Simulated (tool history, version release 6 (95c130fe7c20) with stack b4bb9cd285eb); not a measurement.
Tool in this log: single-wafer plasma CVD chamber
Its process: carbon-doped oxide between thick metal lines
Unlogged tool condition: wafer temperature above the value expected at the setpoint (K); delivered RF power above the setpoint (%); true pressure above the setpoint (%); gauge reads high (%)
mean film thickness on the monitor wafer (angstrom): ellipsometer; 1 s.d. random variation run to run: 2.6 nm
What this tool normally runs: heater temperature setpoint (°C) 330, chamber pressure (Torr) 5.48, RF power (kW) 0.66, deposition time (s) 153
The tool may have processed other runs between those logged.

run,hour,heater temperature setpoint (°C),chamber pressure (Torr),RF power (kW),deposition time (s),wafers since the last listed run,hours since the last thermocouple change,hours since the last RF generator calibration,hours since the last manometer calibration,hours since the showerhead was replaced,hours since the gauge calibration,"read-back reference wafer on the same gauge, thickness_nm",mean film thickness on the monitor wafer (angstrom)
1,0,330,6.53,0.695,153,0,1473.8,844.4,2143.2,6151.2,19,1000.232,10587.09
2,19.6,330,6.53,0.695,153,129,1493.4,864,2162.8,6170.8,38.6,999.718,10544.96
3,37.9,330,6.53,0.695,153,120,1511.7,882.3,2181.1,6189.1,56.9,999.814,10533.2
4,58.1,333,5.48,0.74,153,133,1531.9,902.5,2201.3,6209.3,77.1,999.947,10542.92
5,72.7,333,5.48,0.74,153,96,1546.5,917.1,2215.9,6223.9,91.7,999.84,10492
6,104.3,330,5.48,0.66,153,208,1578.1,948.7,2247.5,6255.5,123.3,1000.243,10066.28
7,119.5,330,5.48,0.66,153,100,1593.3,963.9,2262.7,6270.7,138.5,1000.657,10009.49
8,140.4,330,5.48,0.66,153,137,1614.2,984.8,2283.6,6291.6,159.4,1000.279,10021.67
# hour 166.3: capacitance manometer re-zeroed and calibrated
# hour 167.1: thermocouple changed; heater temperature recalibrated
9,170,330,5.48,0.66,153,136,2.9,1014.4,3.7,6321.2,189,1000.059,10037.96
# hour 174.3: gauge calibrated
10,196.8,330,5.48,0.66,153,176,29.7,1041.2,30.5,6348,22.5,999.811,10003.36
11,217.2,330,5.48,0.66,153,134,50.1,1061.6,50.9,6368.4,42.9,999.472,9963.75
12,234.5,330,5.48,0.66,173,113,67.4,1078.9,68.2,6385.7,60.2,1000.363,11246.83
13,255.8,342,5.48,0.66,183,140,88.7,1100.2,89.5,6407,81.5,1000.329,11484.77
# hour 274.2: showerhead replaced
14,289.3,330,5.48,0.575,153,167,122.2,1133.7,123,15.1,115,999.774,9302.35
# hour 303.7: RF generator calibrated
15,317.1,330,5.48,0.66,153,130,150,13.4,150.8,42.9,142.8,1000.238,10330.17
16,336.1,340,5.48,0.535,135,125,169,32.4,169.8,61.9,161.8,1000.354,8014.45
# hour 351.7: gauge calibrated
17,352.2,322,5.48,0.66,153,106,185.1,48.5,185.9,78,0.5,999.961,10486.99
18,380.1,320,5.48,0.735,153,183,213,76.4,213.8,105.9,28.4,1000.139,11103.61

Here are 3 independent what-if runs from the current tool condition. What would each one return?
A,380.5,330,5.48,0.66,153,2,213.4,76.8,214.2,106.3,28.8,?,?
B,380.5,318,5.48,0.66,153,2,213.4,76.8,214.2,106.3,28.8,?,?
C,380.5,330,6.38,0.77,123,2,213.4,76.8,214.2,106.3,28.8,?,?

run,"read-back reference wafer on the same gauge, thickness_nm",mean film thickness on the monitor wafer (angstrom)
A,1000.159,10270.29
B,1000.159,10639.31
C,1000.159,9077.11
With no hidden state in the tool, these same runs would have given:
run,mean film thickness on the monitor wafer (angstrom)
A,10336.52
B,10707.91
C,9135.64

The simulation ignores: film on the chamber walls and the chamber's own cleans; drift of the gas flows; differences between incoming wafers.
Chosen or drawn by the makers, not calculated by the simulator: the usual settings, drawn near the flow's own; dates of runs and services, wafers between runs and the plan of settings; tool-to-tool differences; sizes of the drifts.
